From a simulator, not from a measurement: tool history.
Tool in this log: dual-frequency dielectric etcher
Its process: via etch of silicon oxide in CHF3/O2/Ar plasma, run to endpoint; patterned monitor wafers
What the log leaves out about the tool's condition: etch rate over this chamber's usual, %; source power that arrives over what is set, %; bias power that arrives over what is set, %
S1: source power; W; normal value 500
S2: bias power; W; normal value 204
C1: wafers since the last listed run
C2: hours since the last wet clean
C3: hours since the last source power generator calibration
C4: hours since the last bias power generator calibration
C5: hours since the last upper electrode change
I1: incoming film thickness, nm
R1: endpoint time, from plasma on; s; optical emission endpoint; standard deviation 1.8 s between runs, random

run   hour   S1   S2  C1     C2      C3      C4      C5     I1     R1
  1      0  500  204   0  340.9  4646.5  2847.9  3511.8  543.3  285.8
  2   10.4  500  204  31  351.3  4656.9  2858.3  3522.2  545.2  289.6
  3   18.5  500  177  24  359.4    4665  2866.4  3530.3  542.3  295.4
  4   26.6  500  177  24  367.5  4673.1  2874.5  3538.4  544.3    294
  5   34.4  500  177  23  375.3  4680.9  2882.3  3546.2  545.6  294.7
  6   43.9  500  204  28  384.8  4690.4  2891.8  3555.7  540.9  286.7
  7   61.3  410  169  52  402.2  4707.8  2909.2  3573.1  543.6  325.2
      88.2  -- wet clean of the chamber
     106.3  -- upper electrode replaced
  8  106.8  410  169  10   18.6  4753.3  2954.7     0.5  538.8  318.1
  9  107.2  430  204   1     19  4753.7  2955.1     0.9  537.8  302.5
 10  109.9  500  204   8   21.7  4756.4  2957.8     3.6  542.8  287.6
 11  127.3  500  204  52   39.1  4773.8  2975.2      21  544.6  287.6
 12  145.4  500  204  54   57.2  4791.9  2993.3    39.1  545.1  283.3
 13  158.6  500  204  39   70.4  4805.1  3006.5    52.3  538.7    287
 14  165.9  500  204  22   77.7  4812.4  3013.8    59.6  550.4    290
 15  183.2  500  204  52     95  4829.7  3031.1    76.9  549.1    290
 16  190.5  500  204  22  102.3    4837  3038.4    84.2  538.2  282.4
 17  202.2  440  204  35    114  4848.7  3050.1    95.9  544.8  299.8
 18  212.1  400  189  29  123.9  4858.6    3060   105.8  536.7    315
     226.4  -- source power generator calibrated
 19  226.9  500  204  32  138.7     0.5  3074.8   120.6  544.6  288.3
 20  239.6  450  230  38  151.4    13.2  3087.5   133.3  543.7  290.5
 21  250.5  540  204  32  162.3    24.1  3098.4   144.2  547.2  280.6
 22  261.6  610  220  33  173.4    35.2  3109.5   155.3  541.7  257.9
 23  269.3  440  204  23  181.1    42.9  3117.2     163  541.7    296
     285.9  -- bias power generator calibrated
 24  286.4  420  251  39  198.2      60     0.5   180.1  540.4  288.8
 25  292.2  430  167  17    204    65.8     6.3   185.9  542.9  318.2
 26  300.4  500  177  24  212.2      74    14.5   194.1    547  296.1
 27  316.8  500  171  49  228.6    90.4    30.9   210.5  542.4  298.7
 28  325.1  550  161  25  236.9    98.7    39.2   218.8  537.3  287.7
 29  335.5  500  204  31  247.3   109.1    49.6   229.2  541.5  283.9
 30  348.7  560  204  39  260.5   122.3    62.8   242.4  544.3  273.4
 31  355.1  400  185  19  266.9   128.7    69.2   248.8  541.6    314
 32  365.6  540  234  31  277.4   139.2    79.7   259.3  545.7  268.1
 33  383.5  620  179  53  295.3   157.1    97.6   277.2  545.9  274.8
 34  389.6  500  204  18  301.4   163.2   103.7   283.3  541.8  283.7
 35  406.8  500  255  51  318.6   180.4   120.9   300.5  542.6  269.2
 36  413.2  500  204  19    325   186.8   127.3   306.9  542.7  283.7

Below are 3 alternative next runs, each starting from the tool's condition after run 36. Predict each:
  A  413.7  500  254   1  325.5  187.3  127.8  307.4  544.2   ?
  B  413.7  610  204   1  325.5  187.3  127.8  307.4  544.2   ?
  C  413.7  430  252   1  325.5  187.3  127.8  307.4  544.2   ?

run     R1
  A  269.4
  B  263.4
  C  286.6
Had the tool no hidden state, the same runs would have come out as:
run     R1
  A  269.4
  B  263.4
  C  286.6

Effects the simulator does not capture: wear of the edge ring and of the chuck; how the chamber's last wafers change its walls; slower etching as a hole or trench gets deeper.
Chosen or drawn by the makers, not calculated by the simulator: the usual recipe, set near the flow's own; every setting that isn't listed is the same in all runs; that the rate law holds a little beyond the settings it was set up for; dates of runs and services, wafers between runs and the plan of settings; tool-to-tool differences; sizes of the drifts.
